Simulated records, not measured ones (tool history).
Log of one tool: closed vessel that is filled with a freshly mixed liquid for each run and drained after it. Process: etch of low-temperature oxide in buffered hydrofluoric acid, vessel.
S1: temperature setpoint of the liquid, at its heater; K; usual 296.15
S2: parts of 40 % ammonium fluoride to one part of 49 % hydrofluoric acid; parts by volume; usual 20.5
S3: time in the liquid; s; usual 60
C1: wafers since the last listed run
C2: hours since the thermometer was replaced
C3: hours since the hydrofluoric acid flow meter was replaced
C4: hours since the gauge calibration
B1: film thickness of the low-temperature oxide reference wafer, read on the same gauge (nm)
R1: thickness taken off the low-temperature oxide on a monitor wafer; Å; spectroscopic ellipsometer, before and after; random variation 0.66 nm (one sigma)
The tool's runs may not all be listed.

run    day      S1    S2  S3    C1      C2     C3     C4     B1      R1
  1      0  296.15  20.5  60     0  2981.7  398.6  138.1  59.98   871.1
  2  0.679  296.15  20.5  60  1729    2998  414.9  154.4     60   875.4
  3  1.388  296.15  20.5  60  1804    3015  431.9  171.4  59.98   877.8
  4  2.096  296.15  20.5  60  1804    3032  448.9  188.4  60.04   886.4
  5  2.375  296.15  20.5  60   711  3038.7  455.6  195.1  59.96   876.3
     2.533  -- gauge calibrated
  6  2.683  296.15  20.5  60   785  3046.1    463    3.6     60   889.3
     3.171  -- hydrofluoric acid flow meter replaced
  7  3.875  296.15  20.5  60  2929  3074.7   16.9   32.2  60.03   787.3
  8  4.367  293.15  14.5  45  1252  3086.5   28.7     44  60.03   696.6
  9  5.058  296.15  20.5  90  1761  3103.1   45.3   60.6     60  1194.4
     5.379  -- thermometer replaced
 10  5.504  293.15  16.5  60  1029       3     56   71.3  60.06   840.6
 11  6.229  296.15    23  40  1846    20.4   73.4   88.7     60   495.6
 12  6.862  297.65  20.5  45  1613    35.6   88.6  103.9  60.01     655
 13  7.154  296.15    23  60   742    42.6   95.6  110.9  59.95   746.9
 14  7.621  296.15  20.5  60  1188    53.8  106.8  122.1  59.96   811.9
 15  8.138  296.15  20.5  60  1315    66.2  119.2  134.5  60.01   811.5

3 ways to go on from here, each from the tool as it stands after run 15. What would each give?
  A  8.167  296.15  20.5  60  74  66.9  119.9  135.2   ?   ?
  B  8.167  296.15  20.5  35  74  66.9  119.9  135.2   ?   ?
  C  8.167  291.65  27.5  90  74  66.9  119.9  135.2   ?   ?

run     B1     R1
  A  59.97    803
  B  59.97  468.4
  C  59.97  762.7
Without the tool's hidden state the same runs would have given:
run     R1
  A  783.3
  B  456.9
  C  745.6
